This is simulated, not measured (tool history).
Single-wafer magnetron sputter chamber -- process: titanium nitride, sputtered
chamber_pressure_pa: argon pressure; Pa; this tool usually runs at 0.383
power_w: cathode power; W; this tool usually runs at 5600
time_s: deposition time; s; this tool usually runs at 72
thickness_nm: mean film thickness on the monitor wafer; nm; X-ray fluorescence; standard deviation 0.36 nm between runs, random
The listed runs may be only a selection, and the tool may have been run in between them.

run,hour,chamber_pressure_pa,power_w,time_s,wafers since the last listed run,wafers on the sputter target,hours since the last manometer calibration,hours since the magnet pack was replaced,hours since the gauge calibration,"read-back reference wafer on the same gauge, thickness_nm",thickness_nm
1,0,0.383,5600,72,0,4215,2635.4,6732.2,119.8,73.618,72.927
2,16.8,0.383,5600,62,286,4501,2652.2,6749,136.6,73.633,62.92
3,80.8,0.383,5600,62,1092,5593,2716.2,6813,200.6,73.729,63.245
4,97.4,0.383,5600,72,283,5877,2732.8,6829.6,217.2,73.616,73.629
# hour 123: gauge calibrated
5,126.3,0.383,5600,72,493,6370,2761.7,6858.5,3.3,73.7,73.607
# hour 152.6: capacitance manometer re-zeroed and calibrated
6,154.4,0.383,6500,72,342,6713,1.8,6886.6,31.4,73.612,81.572
# hour 171.5: sputter target and shields replaced
7,172,0.383,6500,72,163,8,19.4,6904.2,49,73.927,85.951
8,195.7,0.383,5600,72,404,412,43.1,6927.9,72.7,73.69,76.797
# hour 207: magnet pack replaced
9,225.3,0.383,5600,81.1,368,781,72.7,18.3,102.3,73.844,86.086
10,259,0.383,5600,66.1,575,1356,106.4,52,136,73.749,69.309
11,351.5,0.383,5600,72,1578,2934,198.9,144.5,228.5,73.651,74.655
# hour 362: gauge calibrated
12,370.9,0.324,6200,72,331,3265,218.3,163.9,8.9,73.671,81.247
13,403.9,0.462,6450,67.1,563,3828,251.3,196.9,41.9,73.685,74.251
14,418.6,0.383,5600,72,250,4079,266,211.6,56.6,73.815,73.803
15,446.9,0.383,6300,81.6,482,4562,294.3,239.9,84.9,73.726,91.079
16,474.2,0.383,5600,72,465,5028,321.6,267.2,112.2,73.661,73.395

Consider 4 possible next runs. They are alternatives, not a sequence: every one starts from the tool as it was left by run 16. What does each give?
A,474.6,0.383,5600,72,6,5035,322,267.6,112.6,?,?
B,474.6,0.327,5600,72,6,5035,322,267.6,112.6,?,?
C,474.6,0.383,5600,65.8,6,5035,322,267.6,112.6,?,?
D,474.6,0.28,5100,72,6,5035,322,267.6,112.6,?,?

run,"read-back reference wafer on the same gauge, thickness_nm",thickness_nm
A,73.544,73.555
B,73.544,74.709
C,73.544,67.221
D,73.544,71.083
What these runs would have given with no unlogged condition in the tool:
run,thickness_nm
A,77.488
B,78.704
C,70.816
D,74.883
